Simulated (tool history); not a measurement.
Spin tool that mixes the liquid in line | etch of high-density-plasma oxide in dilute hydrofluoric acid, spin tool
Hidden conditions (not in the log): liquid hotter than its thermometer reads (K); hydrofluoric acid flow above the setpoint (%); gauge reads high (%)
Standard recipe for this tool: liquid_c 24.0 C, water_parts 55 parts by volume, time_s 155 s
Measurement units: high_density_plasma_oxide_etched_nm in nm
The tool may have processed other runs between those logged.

run	hour	liquid_c	water_parts	time_s	wafers since the last listed run	hours since the thermometer was replaced	hours since the hydrofluoric acid flow meter was replaced	hours since the gauge calibration	read-back film thickness of the high-density-plasma oxide reference wafer, read on the same gauge (nm)	high_density_plasma_oxide_etched_nm
1	0.0	24.0	55	155	0	252.9	330.0	661.4	60.00	22.37
2	82.2	24.0	55	155	596	335.1	412.2	743.6	59.99	22.94
3	151.4	24.0	55	155	502	404.3	481.4	812.8	59.99	22.85
4	219.4	24.0	55	155	493	472.3	549.4	880.8	60.01	23.07
5	300.7	24.0	55	155	589	553.6	630.7	962.1	59.97	23.18
6	379.9	24.0	55	155	574	632.8	709.9	1041.3	60.01	23.34
# hour 394.4: thermometer replaced
# hour 444.8: gauge calibrated
7	453.1	24.0	55	155	523	58.7	783.1	8.3	60.02	22.63
8	490.6	25.5	55	155	272	96.2	820.6	45.8	60.00	24.01
9	540.2	25.5	55	155	359	145.8	870.2	95.4	59.99	24.11
# hour 587.4: hydrofluoric acid flow meter replaced
10	599.3	25.5	55	155	421	204.9	11.9	154.5	60.00	23.77
11	683.7	24.0	55	155	612	289.3	96.3	238.9	60.01	22.58
12	767.2	24.0	55	155	605	372.8	179.8	322.4	60.01	22.65
13	812.0	21.5	75	155	325	417.6	224.6	367.2	59.99	14.69
14	894.4	24.0	30	155	597	500.0	307.0	449.6	60.02	43.53

Run 15 comes next. What will it give?
# hour 958.8: thermometer replaced
15	998.2	24.0	40	215	745	39.4	410.8	553.4	?	?

read-back film thickness of the high-density-plasma oxide reference wafer, read on the same gauge (nm): 60.02
high_density_plasma_oxide_etched_nm: 43.05 nm
Had the tool carried no hidden state, the very same run would have given high_density_plasma_oxide_etched_nm 42.46 nm.
